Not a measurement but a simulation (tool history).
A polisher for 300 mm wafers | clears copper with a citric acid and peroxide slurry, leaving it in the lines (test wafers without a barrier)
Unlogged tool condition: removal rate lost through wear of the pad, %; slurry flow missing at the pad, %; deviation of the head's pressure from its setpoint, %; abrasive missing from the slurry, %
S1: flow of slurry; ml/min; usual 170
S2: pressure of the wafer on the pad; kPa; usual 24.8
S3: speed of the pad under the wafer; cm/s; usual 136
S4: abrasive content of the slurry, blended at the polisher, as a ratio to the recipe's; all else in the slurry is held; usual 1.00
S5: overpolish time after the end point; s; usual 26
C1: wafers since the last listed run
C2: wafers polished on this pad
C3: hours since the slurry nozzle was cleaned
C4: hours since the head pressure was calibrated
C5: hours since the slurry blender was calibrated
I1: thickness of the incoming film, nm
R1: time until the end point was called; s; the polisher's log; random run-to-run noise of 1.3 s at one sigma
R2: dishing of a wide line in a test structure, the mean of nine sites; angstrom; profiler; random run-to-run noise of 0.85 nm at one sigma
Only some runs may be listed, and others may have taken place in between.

| run | hour | S1 | S2 | S3 | S4 | S5 | C1 | C2 | C3 | C4 | C5 | I1 | R1 | R2 |
|---|---|---|---|---|---|---|---|---|---|---|---|---|---|---|
| 1 | 0.0 | 170 | 24.8 | 136 | 1.00 | 26 | 0 | 100 | 651.6 | 1124.6 | 51.3 | 259.2 | 66.8 | 489 |
| 2 | 17.5 | 170 | 24.8 | 106 | 0.90 | 26 | 181 | 281 | 669.1 | 1142.1 | 68.8 | 262.9 | 82.9 | 424 |
| 3 | 24.2 | 170 | 24.8 | 106 | 0.90 | 26 | 69 | 351 | 675.8 | 1148.8 | 75.5 | 259.2 | 80.9 | 439 |
| 4 | 35.1 | 170 | 24.8 | 136 | 1.00 | 26 | 112 | 463 | 686.7 | 1159.7 | 86.4 | 257.1 | 66.5 | 497 |
| 5 | 47.8 | 170 | 24.8 | 136 | 1.00 | 26 | 131 | 595 | 699.4 | 1172.4 | 99.1 | 257.9 | 64.0 | 512 |
| 6 | 59.5 | 170 | 24.8 | 136 | 1.00 | 26 | 121 | 716 | 711.1 | 1184.1 | 110.8 | 259.4 | 65.1 | 509 |
| 7 | 79.1 | 170 | 24.8 | 136 | 1.00 | 26 | 202 | 919 | 730.7 | 1203.7 | 130.4 | 261.7 | 64.4 | 502 |
|  | 85.5 | worn pad replaced by a new one |
| 8 | 89.8 | 170 | 24.8 | 136 | 1.00 | 26 | 69 | 44 | 741.4 | 1214.4 | 141.1 | 260.2 | 65.5 | 531 |
|  | 98.0 | head pressure recalibrated |
| 9 | 101.5 | 170 | 24.8 | 136 | 1.00 | 26 | 100 | 144 | 753.1 | 3.5 | 152.8 | 261.0 | 63.7 | 512 |
|  | 111.3 | slurry blender recalibrated |
|  | 115.9 | slurry nozzle cleaned |
| 10 | 116.4 | 170 | 24.8 | 110 | 1.00 | 15 | 123 | 267 | 0.5 | 18.4 | 5.1 | 265.1 | 79.7 | 313 |
| 11 | 126.1 | 170 | 24.8 | 136 | 1.00 | 26 | 100 | 368 | 10.2 | 28.1 | 14.8 | 262.2 | 62.9 | 511 |
| 12 | 134.5 | 205 | 24.8 | 136 | 0.90 | 40 | 86 | 455 | 18.6 | 36.5 | 23.2 | 263.3 | 66.9 | 647 |
| 13 | 146.9 | 135 | 24.8 | 136 | 1.00 | 26 | 128 | 583 | 31.0 | 48.9 | 35.6 | 259.1 | 68.5 | 507 |
| 14 | 156.8 | 170 | 24.8 | 136 | 1.00 | 26 | 102 | 685 | 40.9 | 58.8 | 45.5 | 256.4 | 61.5 | 511 |
| 15 | 173.6 | 170 | 24.8 | 136 | 1.00 | 26 | 173 | 859 | 57.7 | 75.6 | 62.3 | 262.8 | 66.8 | 520 |
| 16 | 181.2 | 120 | 30.3 | 136 | 1.00 | 26 | 78 | 938 | 65.3 | 83.2 | 69.9 | 261.8 | 55.0 | 570 |
|  | 202.5 | worn pad replaced by a new one |
| 17 | 203.0 | 155 | 32.4 | 136 | 1.15 | 26 | 184 | 5 | 87.1 | 105.0 | 91.7 | 263.9 | 48.0 | 616 |
| 18 | 215.4 | 170 | 24.8 | 178 | 1.00 | 22 | 128 | 133 | 99.5 | 117.4 | 104.1 | 262.1 | 51.3 | 527 |
| 19 | 228.4 | 170 | 30.3 | 136 | 1.00 | 26 | 134 | 268 | 112.5 | 130.4 | 117.1 | 259.1 | 54.1 | 572 |
| 20 | 240.6 | 170 | 24.8 | 136 | 1.00 | 26 | 126 | 394 | 124.7 | 142.6 | 129.3 | 260.2 | 65.4 | 516 |

Each row is a separate what-if for the run after 20, all from the same tool condition, not one after another. Results?
| A | 241.1 | 170 | 24.8 | 168 | 1.00 | 26 | 5 | 399 | 125.2 | 143.1 | 129.8 | 256.5 | ? | ? |
| B | 241.1 | 195 | 31.0 | 106 | 1.00 | 26 | 5 | 399 | 125.2 | 143.1 | 129.8 | 256.5 | ? | ? |
| C | 241.1 | 170 | 27.6 | 136 | 1.00 | 26 | 5 | 399 | 125.2 | 143.1 | 129.8 | 256.5 | ? | ? |
| D | 241.1 | 170 | 24.8 | 160 | 0.85 | 31 | 5 | 399 | 125.2 | 143.1 | 129.8 | 256.5 | ? | ? |
| E | 241.1 | 130 | 20.7 | 136 | 1.00 | 33 | 5 | 399 | 125.2 | 143.1 | 129.8 | 256.5 | ? | ? |

| run | R1 | R2 |
|---|---|---|
| A | 53.0 | 579 |
| B | 63.9 | 530 |
| C | 58.0 | 556 |
| D | 57.0 | 611 |
| E | 79.0 | 520 |
Without the tool's unlogged condition, the same runs would have read:
| run | R1 | R2 |
|---|---|---|
| A | 53.0 | 579 |
| B | 63.9 | 530 |
| C | 58.0 | 556 |
| D | 57.0 | 611 |
| E | 79.0 | 520 |
